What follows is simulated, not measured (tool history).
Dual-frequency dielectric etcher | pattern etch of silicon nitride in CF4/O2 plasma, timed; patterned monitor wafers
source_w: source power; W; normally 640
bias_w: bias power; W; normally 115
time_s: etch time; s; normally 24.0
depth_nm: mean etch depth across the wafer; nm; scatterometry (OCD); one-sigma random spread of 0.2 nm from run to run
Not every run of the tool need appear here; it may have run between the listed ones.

run,hour,source_w,bias_w,time_s,wafers since the last listed run,hours since the last wet clean,hours since the last source power generator calibration,hours since the last bias power generator calibration,hours since the last upper electrode change,hours since the gauge calibration,"read-back reference wafer on the same gauge, depth_nm",depth_nm
1,0.0,540,115,24.0,0,325.9,3043.3,1908.0,4341.0,82.4,50.1,45.4
2,14.7,640,124,20.5,158,340.6,3058.0,1922.7,4355.7,97.1,50.1,44.0
3,31.9,640,124,20.5,185,357.8,3075.2,1939.9,4372.9,114.3,50.1,44.3
4,47.0,640,124,20.5,162,372.9,3090.3,1955.0,4388.0,129.4,50.1,44.0
5,56.4,640,125,24.0,101,382.3,3099.7,1964.4,4397.4,138.8,50.1,52.1
# hour 86.1: upper electrode replaced
# hour 87.9: bias power generator calibrated
6,88.4,640,125,24.0,67,414.3,3131.7,0.5,2.3,170.8,50.1,52.4
7,88.7,640,125,24.0,3,414.6,3132.0,0.8,2.6,171.1,50.1,52.4
8,89.0,640,96,24.0,3,414.9,3132.3,1.1,2.9,171.4,50.1,46.4
9,94.4,640,96,24.0,58,420.3,3137.7,6.5,8.3,176.8,50.1,46.6
# hour 123.1: gauge calibrated
# hour 129.8: wet clean of the chamber
10,130.3,580,115,28.0,128,0.5,3173.6,42.4,44.2,7.2,50.2,56.3
11,130.6,640,105,24.0,3,0.8,3173.9,42.7,44.5,7.5,50.1,49.9
12,137.2,640,137,24.0,71,7.4,3180.5,49.3,51.1,14.1,50.2,56.1
13,150.2,640,115,24.0,139,20.4,3193.5,62.3,64.1,27.1,50.1,51.7
# hour 174.5: source power generator calibrated
# hour 182.4: wet clean of the chamber, repeated, since the last time left the tool worse
14,182.9,500,88,30.0,224,0.5,8.4,95.0,96.8,59.8,50.1,46.6
15,183.2,580,139,24.0,3,0.8,8.7,95.3,97.1,60.1,50.1,50.0
16,183.5,640,115,24.0,3,1.1,9.0,95.6,97.4,60.4,50.1,48.7
17,188.9,580,131,22.0,58,6.5,14.4,101.0,102.8,65.8,50.1,44.7
18,202.5,640,115,24.0,146,20.1,28.0,114.6,116.4,79.4,50.1,48.8
19,214.2,510,131,24.0,125,31.8,39.7,126.3,128.1,91.1,50.1,45.1
20,224.8,640,115,24.0,114,42.4,50.3,136.9,138.7,101.7,50.1,48.7

Measured less the same run without the tool's hidden state. The same run-to-run variation is in both; the gauge's scatter may not be:
Unlogged tool condition in this case: etch rate over this chamber's usual, %; source power that arrives over what is set, %; bias power that arrives over what is set, %; gauge reads high (%).
run,depth_nm
1,+1.3
2,+1.3
3,+1.3
4,+1.3
5,+1.6
6,+1.7
7,+1.7
8,+1.5
9,+1.5
10,+3.5
11,+3.1
12,+3.5
13,+3.2
14,+0.0
15,+0.0
16,+0.0
17,+0.0
18,+0.0
19,+0.1
20,+0.1
